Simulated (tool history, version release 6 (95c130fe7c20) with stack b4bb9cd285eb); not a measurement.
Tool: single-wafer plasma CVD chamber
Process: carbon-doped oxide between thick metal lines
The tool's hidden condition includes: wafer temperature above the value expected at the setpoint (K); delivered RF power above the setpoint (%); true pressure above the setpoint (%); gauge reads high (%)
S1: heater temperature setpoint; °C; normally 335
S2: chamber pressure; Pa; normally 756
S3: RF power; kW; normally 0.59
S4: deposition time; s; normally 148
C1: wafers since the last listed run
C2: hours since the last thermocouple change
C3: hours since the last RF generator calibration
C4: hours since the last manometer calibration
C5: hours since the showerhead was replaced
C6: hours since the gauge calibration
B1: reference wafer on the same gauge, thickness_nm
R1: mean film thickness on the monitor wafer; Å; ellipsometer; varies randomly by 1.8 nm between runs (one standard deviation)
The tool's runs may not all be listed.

run 1 day=0 | S1=335 S2=756 S3=0.59 S4=141 | C1=0 C2=2216.7 C3=1835.8 C4=1363.7 C5=7623.7 C6=316.8 | B1=1098.295 | R1=8743.45
run 2 day=0.521 | S1=335 S2=756 S3=0.59 S4=141 | C1=100 C2=2229.2 C3=1848.3 C4=1376.2 C5=7636.2 C6=329.3 | B1=1097.794 | R1=8762.1
run 3 day=1.258 | S1=335 S2=756 S3=0.59 S4=148 | C1=142 C2=2246.9 C3=1866 C4=1393.9 C5=7653.9 C6=347 | B1=1098.202 | R1=9187.08
run 4 day=1.971 | S1=332 S2=756 S3=0.59 S4=170 | C1=137 C2=2264 C3=1883.1 C4=1411 C5=7671 C6=364.1 | B1=1097.13 | R1=10625.83
-- day=2.588 capacitance manometer re-zeroed and calibrated
run 5 day=2.667 | S1=335 S2=756 S3=0.59 S4=134 | C1=69 C2=2280.7 C3=1899.8 C4=1.9 C5=7687.7 C6=380.8 | B1=1097.685 | R1=8332.98
run 6 day=3.308 | S1=335 S2=756 S3=0.59 S4=134 | C1=123 C2=2296.1 C3=1915.2 C4=17.3 C5=7703.1 C6=396.2 | B1=1097.94 | R1=8298.27
run 7 day=3.942 | S1=335 S2=709 S3=0.59 S4=131 | C1=122 C2=2311.3 C3=1930.4 C4=32.5 C5=7718.3 C6=411.4 | B1=1096.994 | R1=8072.25
run 8 day=4.267 | S1=335 S2=756 S3=0.59 S4=148 | C1=62 C2=2319.1 C3=1938.2 C4=40.3 C5=7726.1 C6=419.2 | B1=1098.27 | R1=9167.15
run 9 day=4.883 | S1=335 S2=756 S3=0.59 S4=148 | C1=118 C2=2333.9 C3=1953 C4=55.1 C5=7740.9 C6=434 | B1=1098.299 | R1=9174.31
run 10 day=5.542 | S1=335 S2=756 S3=0.59 S4=148 | C1=127 C2=2349.7 C3=1968.8 C4=70.9 C5=7756.7 C6=449.8 | B1=1098.286 | R1=9173.13
run 11 day=7.375 | S1=335 S2=756 S3=0.59 S4=139 | C1=353 C2=2393.7 C3=2012.8 C4=114.9 C5=7800.7 C6=493.8 | B1=1098.79 | R1=8632.68
-- day=7.958 RF generator calibrated
run 12 day=8.117 | S1=335 S2=756 S3=0.545 S4=148 | C1=78 C2=2411.5 C3=3.8 C4=132.7 C5=7818.5 C6=511.6 | B1=1097.915 | R1=8644.2
run 13 day=8.833 | S1=347 S2=756 S3=0.59 S4=148 | C1=138 C2=2428.7 C3=21 C4=149.9 C5=7835.7 C6=528.8 | B1=1097.612 | R1=8923.38
-- day=9.446 showerhead replaced
-- day=10.029 thermocouple changed; heater temperature recalibrated
-- day=10.221 gauge calibrated
run 14 day=10.588 | S1=323 S2=581 S3=0.66 S4=148 | C1=209 C2=13.4 C3=63.1 C4=192 C5=27.4 C6=8.8 | B1=1098.587 | R1=9986.76
run 15 day=10.892 | S1=335 S2=756 S3=0.59 S4=140 | C1=58 C2=20.7 C3=70.4 C4=199.3 C5=34.7 C6=16.1 | B1=1098.131 | R1=8664.34
run 16 day=11.354 | S1=335 S2=756 S3=0.59 S4=167 | C1=89 C2=31.8 C3=81.5 C4=210.4 C5=45.8 C6=27.2 | B1=1097.587 | R1=10340.36
run 17 day=11.792 | S1=335 S2=828 S3=0.59 S4=161 | C1=84 C2=42.3 C3=92 C4=220.9 C5=56.3 C6=37.7 | B1=1097.85 | R1=10059.39
run 18 day=12.058 | S1=335 S2=756 S3=0.65 S4=148 | C1=51 C2=48.7 C3=98.4 C4=227.3 C5=62.7 C6=44.1 | B1=1097.753 | R1=9868.53
run 19 day=12.533 | S1=335 S2=756 S3=0.59 S4=148 | C1=91 C2=60.1 C3=109.8 C4=238.7 C5=74.1 C6=55.5 | B1=1097.487 | R1=9161.9
run 20 day=13.025 | S1=335 S2=756 S3=0.59 S4=129 | C1=94 C2=71.9 C3=121.6 C4=250.5 C5=85.9 C6=67.3 | B1=1097.816 | R1=7994.4
run 21 day=13.429 | S1=335 S2=756 S3=0.59 S4=148 | C1=77 C2=81.6 C3=131.3 C4=260.2 C5=95.6 C6=77 | B1=1097.937 | R1=9170.86
run 22 day=13.975 | S1=324 S2=579 S3=0.59 S4=159 | C1=105 C2=94.7 C3=144.4 C4=273.3 C5=108.7 C6=90.1 | B1=1098.406 | R1=9800.54
run 23 day=14.275 | S1=335 S2=756 S3=0.59 S4=139 | C1=57 C2=101.9 C3=151.6 C4=280.5 C5=115.9 C6=97.3 | B1=1098.026 | R1=8601.18
run 24 day=14.838 | S1=335 S2=591 S3=0.59 S4=148 | C1=108 C2=115.4 C3=165.1 C4=294 C5=129.4 C6=110.8 | B1=1098.712 | R1=8903.05
run 25 day=15.108 | S1=335 S2=756 S3=0.59 S4=171 | C1=52 C2=121.9 C3=171.6 C4=300.5 C5=135.9 C6=117.3 | B1=1097.784 | R1=10601.06
run 26 day=15.629 | S1=335 S2=756 S3=0.59 S4=162 | C1=100 C2=134.4 C3=184.1 C4=313 C5=148.4 C6=129.8 | B1=1097.937 | R1=10048.85
run 27 day=16.304 | S1=335 S2=756 S3=0.59 S4=148 | C1=130 C2=150.6 C3=200.3 C4=329.2 C5=164.6 C6=146 | B1=1098.04 | R1=9187.73

For each entry between runs, how does the tool's hidden state at the last listed run before it compare with that at the first listed run after it?
Between runs 4 and 5: capacitance manometer re-zeroed and calibrated (day 2.588)
  nothing in the hidden state changes from one run to the other
Between runs 11 and 12: RF generator calibrated (day 7.958)
  nothing in the hidden state changes from one run to the other
Between runs 13 and 14: showerhead replaced (day 9.446); thermocouple changed; heater temperature recalibrated (day 10.029); gauge calibrated (day 10.221)
  nothing in the hidden state changes from one run to the other

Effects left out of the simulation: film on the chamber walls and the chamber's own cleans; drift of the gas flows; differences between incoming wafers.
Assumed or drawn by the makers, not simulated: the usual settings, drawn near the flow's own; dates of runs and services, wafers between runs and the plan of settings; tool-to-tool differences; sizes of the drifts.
